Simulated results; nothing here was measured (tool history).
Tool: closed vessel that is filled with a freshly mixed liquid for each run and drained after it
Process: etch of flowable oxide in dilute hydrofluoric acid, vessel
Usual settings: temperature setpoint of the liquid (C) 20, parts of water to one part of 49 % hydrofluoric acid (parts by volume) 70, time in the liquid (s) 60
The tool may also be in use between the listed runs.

run   hour  temperature setpoint of the liquid (C)  parts of water to one part of 49 % hydrofluoric acid (parts by volume)  time in the liquid (s)  wafers since the last listed run  hours since the thermometer was replaced  hours since the hydrofluoric acid flow meter was replaced  hours since the gauge calibration  read-back film thickness of the flowable oxide reference wafer, read on the same gauge (nm)  thickness taken off the flowable oxide on a monitor wafer (angstrom)
  1      0                                      20                                                                      80                      60                                 0                                    1980.4                                                      179.3                              333.4                                                                                        70.06                                                                 452.1
  2    8.8                                      20                                                                      50                      60                               766                                    1989.2                                                      188.1                              342.2                                                                                        69.94                                                                 740.5
  3   15.8                                      20                                                                      70                      60                               609                                    1996.2                                                      195.1                              349.2                                                                                        69.98                                                                 517.8
  4   33.1                                      20                                                                      70                      60                              1506                                    2013.5                                                      212.4                              366.5                                                                                        70.06                                                                 523.5
  5   41.8                                      20                                                                      70                      60                               757                                    2022.2                                                      221.1                              375.2                                                                                        69.98                                                                 521.7
  6   49.6                                      20                                                                      70                      60                               679                                      2030                                                      228.9                                383                                                                                        69.96                                                                 519.7
  7   57.6                                      20                                                                      70                      60                               696                                      2038                                                      236.9                                391                                                                                        69.99                                                                 520.2
  8   71.2                                      20                                                                      70                      60                              1184                                    2051.6                                                      250.5                              404.6                                                                                        69.99                                                                 523.9
  9   78.3                                    17.5                                                                      70                      60                               618                                    2058.7                                                      257.6                              411.7                                                                                        69.98                                                                 470.4
 10   90.5                                    17.5                                                                      70                      60                              1062                                    2070.9                                                      269.8                              423.9                                                                                        69.94                                                                 471.2
 11   99.5                                    17.5                                                                      70                      60                               783                                    2079.9                                                      278.8                              432.9                                                                                        70.01                                                                 473.8
 12    113                                    17.5                                                                      60                      60                              1175                                    2093.4                                                      292.3                              446.4                                                                                        70.03                                                                 555.2
     113.1  -- gauge calibrated
 13  124.7                                    17.5                                                                      60                      60                              1019                                    2105.1                                                        304                               11.6                                                                                        69.97                                                                   557
 14  136.1                                    17.5                                                                      60                      60                               992                                    2116.5                                                      315.4                                 23                                                                                        69.98                                                                 555.6
 15  143.7                                      20                                                                      90                      60                               661                                    2124.1                                                        323                               30.6                                                                                           70                                                                 400.7
 16  156.7                                    17.5                                                                      90                      60                              1132                                    2137.1                                                        336                               43.6                                                                                        70.03                                                                 360.7
 17  171.1                                      20                                                                      70                      60                              1254                                    2151.5                                                      350.4                                 58                                                                                        70.01                                                                 528.1
 18  183.8                                      20                                                                      45                      60                              1106                                    2164.2                                                      363.1                               70.7                                                                                        70.02                                                                 849.2
 19  198.3                                    24.5                                                                      70                      60                              1262                                    2178.7                                                      377.6                               85.2                                                                                           70                                                                 636.2
 20    216                                      20                                                                      70                      60                              1541                                    2196.4                                                      395.3                              102.9                                                                                        70.04                                                                   528
     225.4  -- hydrofluoric acid flow meter replaced
 21  225.9                                      17                                                                      70                      60                               775                                    2206.3                                                        0.5                              112.8                                                                                        70.02                                                                 452.1
       242  -- thermometer replaced
 22  262.8                                    21.5                                                                      95                      30                              3126                                      20.8                                                       37.4                              149.7                                                                                        69.99                                                                   196
 23  275.4                                      20                                                                      70                      45                              1097                                      33.4                                                         50                              162.3                                                                                        70.01                                                                 384.5
 24  285.4                                      17                                                                      85                      90                               870                                      43.4                                                         60                              172.3                                                                                        69.98                                                                 551.5
 25  292.7                                      20                                                                      70                      60                               635                                      50.7                                                       67.3                              179.6                                                                                        70.02                                                                 512.6
 26  300.9                                      20                                                                      40                      60                               714                                      58.9                                                       75.5                              187.8                                                                                        70.01                                                                 933.3
 27  316.4                                      20                                                                      70                      30                              1350                                      74.4                                                         91                              203.3                                                                                        69.97                                                                 257.7
 28  323.3                                      20                                                                      70                      60                               600                                      81.3                                                       97.9                              210.2                                                                                        69.94                                                                 517.8
 29  332.8                                      20                                                                      40                      35                               827                                      90.8                                                      107.4                              219.7                                                                                        69.97                                                                 547.1
 30  346.7                                      20                                                                     100                      60                              1210                                     104.7                                                      121.3                              233.6                                                                                        70.01                                                                 350.9

The next listed run, before its measurement:
 31  361.9                                      20                                                                      45                      60                              1323                                     119.9                                                      136.5                              248.8                                                                                            ?                                                                     ?

Run 31 came out at read-back film thickness of the flowable oxide reference wafer, read on the same gauge (nm) 69.96, thickness taken off the flowable oxide on a monitor wafer (angstrom) 828.2.
Were there no unlogged condition in the tool, this run, its random variation unchanged, would have produced thickness taken off the flowable oxide on a monitor wafer (angstrom) 811.2.

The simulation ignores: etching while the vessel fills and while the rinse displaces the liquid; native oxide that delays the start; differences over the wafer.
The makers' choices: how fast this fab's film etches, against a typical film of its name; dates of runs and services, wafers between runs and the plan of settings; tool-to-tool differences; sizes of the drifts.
